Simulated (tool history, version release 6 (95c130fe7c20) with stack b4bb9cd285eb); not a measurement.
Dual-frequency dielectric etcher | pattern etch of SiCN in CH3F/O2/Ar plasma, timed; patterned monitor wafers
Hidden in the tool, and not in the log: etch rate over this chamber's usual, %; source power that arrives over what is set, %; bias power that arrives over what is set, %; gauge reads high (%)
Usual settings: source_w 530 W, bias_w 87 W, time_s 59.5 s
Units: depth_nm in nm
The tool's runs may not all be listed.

| run | hour | source_w | bias_w | time_s | wafers since the last listed run | hours since the last wet clean | hours since the last source power generator calibration | hours since the last bias power generator calibration | hours since the last upper electrode change | hours since the gauge calibration | read-back reference wafer on the same gauge, depth_nm | depth_nm |
|---|---|---|---|---|---|---|---|---|---|---|---|---|
| 1 | 0 | 480 | 87 | 66.5 | 0 | 417.1 | 2427.4 | 4759.6 | 4191 | 2088.1 | 25.78 | 29.65 |
| 2 | 67.9 | 480 | 87 | 66.5 | 913 | 485 | 2495.3 | 4827.5 | 4258.9 | 2156 | 25.79 | 29.61 |
|  | 112.5 | wet clean of the chamber |
| 3 | 113 | 450 | 87 | 68.5 | 283 | 0.5 | 2540.4 | 4872.6 | 4304 | 2201.1 | 25.78 | 28.91 |
|  | 165.5 | gauge calibrated |
|  | 182.6 | upper electrode replaced |
| 4 | 183.1 | 450 | 87 | 68.5 | 620 | 70.6 | 2610.5 | 4942.7 | 0.5 | 17.6 | 25.81 | 28.88 |
| 5 | 198.2 | 530 | 87 | 59.5 | 203 | 85.7 | 2625.6 | 4957.8 | 15.6 | 32.7 | 25.8 | 26.19 |
|  | 267.8 | bias power generator calibrated |
| 6 | 268.3 | 530 | 87 | 59.5 | 889 | 155.8 | 2695.7 | 0.5 | 85.7 | 102.8 | 25.81 | 26.29 |
| 7 | 291.3 | 530 | 87 | 59.5 | 309 | 178.8 | 2718.7 | 23.5 | 108.7 | 125.8 | 25.81 | 26.25 |
| 8 | 346.5 | 530 | 94 | 59.5 | 742 | 234 | 2773.9 | 78.7 | 163.9 | 181 | 25.79 | 27.14 |
| 9 | 399.2 | 460 | 96 | 68.5 | 709 | 286.7 | 2826.6 | 131.4 | 216.6 | 233.7 | 25.82 | 30.67 |
| 10 | 455.8 | 530 | 87 | 48.5 | 761 | 343.3 | 2883.2 | 188 | 273.2 | 290.3 | 25.82 | 21.5 |
| 11 | 508.6 | 640 | 87 | 73 | 710 | 396.1 | 2936 | 240.8 | 326 | 343.1 | 25.81 | 34.12 |
| 12 | 537 | 430 | 107 | 51.5 | 382 | 424.5 | 2964.4 | 269.2 | 354.4 | 371.5 | 25.79 | 23.74 |
|  | 563.4 | wet clean of the chamber, repeated, since the last time left the tool worse |
| 13 | 747.2 | 430 | 97 | 59.5 | 2505 | 183.8 | 3174.6 | 479.4 | 564.6 | 581.7 | 25.82 | 26.9 |
| 14 | 789.9 | 450 | 73 | 59.5 | 574 | 226.5 | 3217.3 | 522.1 | 607.3 | 624.4 | 25.8 | 24.07 |
| 15 | 820.6 | 640 | 87 | 73 | 413 | 257.2 | 3248 | 552.8 | 638 | 655.1 | 25.81 | 35.11 |
| 16 | 860.6 | 530 | 98 | 59.5 | 538 | 297.2 | 3288 | 592.8 | 678 | 695.1 | 25.8 | 28.67 |
|  | 883.3 | source power generator calibrated |
| 17 | 988.5 | 460 | 87 | 59.5 | 1667 | 425.1 | 105.2 | 720.7 | 805.9 | 823 | 25.79 | 26.26 |
| 18 | 1013.8 | 530 | 87 | 76.5 | 340 | 450.4 | 130.5 | 746 | 831.2 | 848.3 | 25.81 | 35.14 |
|  | 1067.2 | wet clean of the chamber |
| 19 | 1070 | 440 | 87 | 68.5 | 433 | 2.8 | 186.7 | 802.2 | 887.4 | 904.5 | 25.81 | 29.6 |
| 20 | 1116.1 | 530 | 73 | 59.5 | 620 | 48.9 | 232.8 | 848.3 | 933.5 | 950.6 | 25.79 | 24.93 |
| 21 | 1150.4 | 400 | 78 | 45 | 461 | 83.2 | 267.1 | 882.6 | 967.8 | 984.9 | 25.8 | 18.18 |
| 22 | 1205.6 | 410 | 87 | 59.5 | 742 | 138.4 | 322.3 | 937.8 | 1023 | 1040.1 | 25.8 | 25.34 |
| 23 | 1253.9 | 450 | 108 | 70.5 | 650 | 186.7 | 370.6 | 986.1 | 1071.3 | 1088.4 | 25.81 | 33.7 |
| 24 | 1284.2 | 530 | 87 | 64 | 407 | 217 | 400.9 | 1016.4 | 1101.6 | 1118.7 | 25.8 | 29.2 |
| 25 | 1318.2 | 530 | 93 | 59.5 | 457 | 251 | 434.9 | 1050.4 | 1135.6 | 1152.7 | 25.81 | 27.85 |
| 26 | 1349.5 | 530 | 87 | 59.5 | 421 | 282.3 | 466.2 | 1081.7 | 1166.9 | 1184 | 25.78 | 27.26 |
| 27 | 1387.1 | 530 | 87 | 59.5 | 506 | 319.9 | 503.8 | 1119.3 | 1204.5 | 1221.6 | 25.81 | 26.99 |
| 28 | 1422 | 530 | 87 | 68.5 | 469 | 354.8 | 538.7 | 1154.2 | 1239.4 | 1256.5 | 25.81 | 31.23 |
| 29 | 1461.2 | 450 | 108 | 70.5 | 527 | 394 | 577.9 | 1193.4 | 1278.6 | 1295.7 | 25.8 | 34.1 |
| 30 | 1505.9 | 660 | 77 | 42.5 | 601 | 438.7 | 622.6 | 1238.1 | 1323.3 | 1340.4 | 25.8 | 19.61 |

The tool's hidden state at each run:
source power that arrives over what is set, %: 0 in every run
bias power that arrives over what is set, %: 0 in every run
gauge reads high (%): 0 in every run
H1: etch rate over this chamber's usual, %
| run | H1 |
|---|---|
| 1 | 1.26 |
| 2 | 1.45 |
| 3 | -2.82 |
| 4 | -2.62 |
| 5 | -2.58 |
| 6 | -2.38 |
| 7 | -2.32 |
| 8 | -2.16 |
| 9 | -2.01 |
| 10 | -1.85 |
| 11 | -1.69 |
| 12 | -1.61 |
| 13 | 0.433 |
| 14 | 0.555 |
| 15 | 0.643 |
| 16 | 0.757 |
| 17 | 1.12 |
| 18 | 1.19 |
| 19 | -0.0507 |
| 20 | 0.0809 |
| 21 | 0.179 |
| 22 | 0.336 |
| 23 | 0.474 |
| 24 | 0.561 |
| 25 | 0.658 |
| 26 | 0.747 |
| 27 | 0.855 |
| 28 | 0.954 |
| 29 | 1.07 |
| 30 | 1.19 |
